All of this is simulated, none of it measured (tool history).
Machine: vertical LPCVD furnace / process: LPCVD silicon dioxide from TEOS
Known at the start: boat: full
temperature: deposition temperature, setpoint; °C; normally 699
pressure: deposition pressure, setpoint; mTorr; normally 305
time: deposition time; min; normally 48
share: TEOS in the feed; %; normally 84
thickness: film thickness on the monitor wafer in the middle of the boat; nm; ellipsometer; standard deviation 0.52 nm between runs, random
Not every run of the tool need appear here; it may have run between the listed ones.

| run | hour | temperature | pressure | time | share | wafers since the last listed run | hours since the last temperature calibration | hours since the pressure gauge was zeroed | hours since the TEOS flow controller was replaced | hours since the gauge calibration | read-back reference wafer on the same gauge, thickness | thickness |
|---|---|---|---|---|---|---|---|---|---|---|---|---|
| 1 | 0 | 699 | 305 | 62.5 | 84 | 0 | 2561.7 | 3508.5 | 2164.6 | 373 | 409.05 | 478.55 |
| 2 | 31 | 699 | 305 | 62.5 | 84 | 480 | 2592.7 | 3539.5 | 2195.6 | 404 | 408.99 | 478.25 |
| 3 | 50.3 | 699 | 305 | 48 | 84 | 298 | 2612 | 3558.8 | 2214.9 | 423.3 | 408.99 | 367.64 |
| 4 | 75.2 | 699 | 305 | 48 | 84 | 385 | 2636.9 | 3583.7 | 2239.8 | 448.2 | 408.87 | 367.29 |
| 5 | 97.9 | 699 | 305 | 48 | 84 | 351 | 2659.6 | 3606.4 | 2262.5 | 470.9 | 409.11 | 367.16 |
| 6 | 110.2 | 699 | 305 | 48 | 84 | 190 | 2671.9 | 3618.7 | 2274.8 | 483.2 | 409.14 | 368.22 |
| 7 | 134.2 | 699 | 305 | 48 | 84 | 371 | 2695.9 | 3642.7 | 2298.8 | 507.2 | 408.89 | 367.96 |
| 8 | 165.9 | 699 | 305 | 48 | 84 | 491 | 2727.6 | 3674.4 | 2330.5 | 538.9 | 408.9 | 368.54 |
| 9 | 189.8 | 699 | 305 | 48 | 84 | 370 | 2751.5 | 3698.3 | 2354.4 | 562.8 | 409 | 367.47 |
|  | 212.2 | gauge calibrated |
|  | 237.9 | pressure gauge zeroed |
| 10 | 238.4 | 699 | 305 | 48 | 84 | 381 | 2800.1 | 0.5 | 2403 | 26.2 | 408.9 | 369.64 |
| 11 | 243.9 | 699 | 305 | 48 | 84 | 85 | 2805.6 | 6 | 2408.5 | 31.7 | 408.87 | 369.79 |
|  | 306.1 | thermocouples replaced and temperature profile calibrated |
| 12 | 346.2 | 699 | 305 | 48 | 84 | 1212 | 40.1 | 108.3 | 2510.8 | 134 | 408.9 | 348.99 |
| 13 | 370.5 | 702 | 260 | 48 | 72 | 376 | 64.4 | 132.6 | 2535.1 | 158.3 | 408.91 | 320.04 |
| 14 | 397.7 | 699 | 305 | 48 | 84 | 421 | 91.6 | 159.8 | 2562.3 | 185.5 | 408.88 | 350.47 |
|  | 428.6 | TEOS flow controller replaced |
| 15 | 429.1 | 702 | 305 | 48 | 84 | 114 | 123 | 191.2 | 0.5 | 216.9 | 408.82 | 374.7 |
| 16 | 456.7 | 691 | 370 | 64.5 | 78 | 427 | 150.6 | 218.8 | 28.1 | 244.5 | 408.99 | 413.63 |
| 17 | 478.9 | 695 | 265 | 41 | 84 | 343 | 172.8 | 241 | 50.3 | 266.7 | 408.94 | 253.85 |
| 18 | 505.1 | 699 | 305 | 48 | 84 | 405 | 199 | 267.2 | 76.5 | 292.9 | 408.87 | 351.66 |
| 19 | 539 | 699 | 305 | 48 | 84 | 525 | 232.9 | 301.1 | 110.4 | 326.8 | 408.89 | 350.66 |
| 20 | 553.4 | 692 | 265 | 41 | 77 | 223 | 247.3 | 315.5 | 124.8 | 341.2 | 409.01 | 226.48 |
| 21 | 582.3 | 699 | 305 | 48 | 84 | 447 | 276.2 | 344.4 | 153.7 | 370.1 | 409.01 | 351.31 |
| 22 | 599.4 | 699 | 305 | 48 | 84 | 264 | 293.3 | 361.5 | 170.8 | 387.2 | 409.06 | 350.59 |
| 23 | 611.8 | 699 | 270 | 32 | 79 | 192 | 305.7 | 373.9 | 183.2 | 399.6 | 409.16 | 212.92 |
| 24 | 627.6 | 691 | 305 | 48 | 68 | 244 | 321.5 | 389.7 | 199 | 415.4 | 408.88 | 261.78 |
| 25 | 640 | 688 | 265 | 40 | 90 | 192 | 333.9 | 402.1 | 211.4 | 427.8 | 409.01 | 218.76 |

A few steps of thickness between consecutive runs. Split each: what settings, incoming material and random variation would produce without the hidden state, and what is left over for the hidden state, along with gauge scatter present in only one of the two compared results (measured, and without hidden state):
Hidden conditions of the tool in this case: true tube temperature minus thermocouple reading, K; true pressure minus gauge reading, mTorr; deviation of the TEOS flow from its setpoint, %; gauge reads high (%).
Run 2 -> 3: time 62.5 -> 48. thickness -110.61 nm: hidden state -5.44, all else -105.17.
Run 11 -> 12: thermocouples replaced and temperature profile calibrated. thickness -20.8 nm: hidden state -19.72, all else -1.08.
Run 16 -> 17: temperature 691 -> 695, pressure 370 -> 265, time 64.5 -> 41, share 78 -> 84. thickness -159.78 nm: hidden state -0.41, all else -159.37.
Run 22 -> 23: pressure 305 -> 270, time 48 -> 32, share 84 -> 79. thickness -137.67 nm: hidden state -0.76, all else -136.91.

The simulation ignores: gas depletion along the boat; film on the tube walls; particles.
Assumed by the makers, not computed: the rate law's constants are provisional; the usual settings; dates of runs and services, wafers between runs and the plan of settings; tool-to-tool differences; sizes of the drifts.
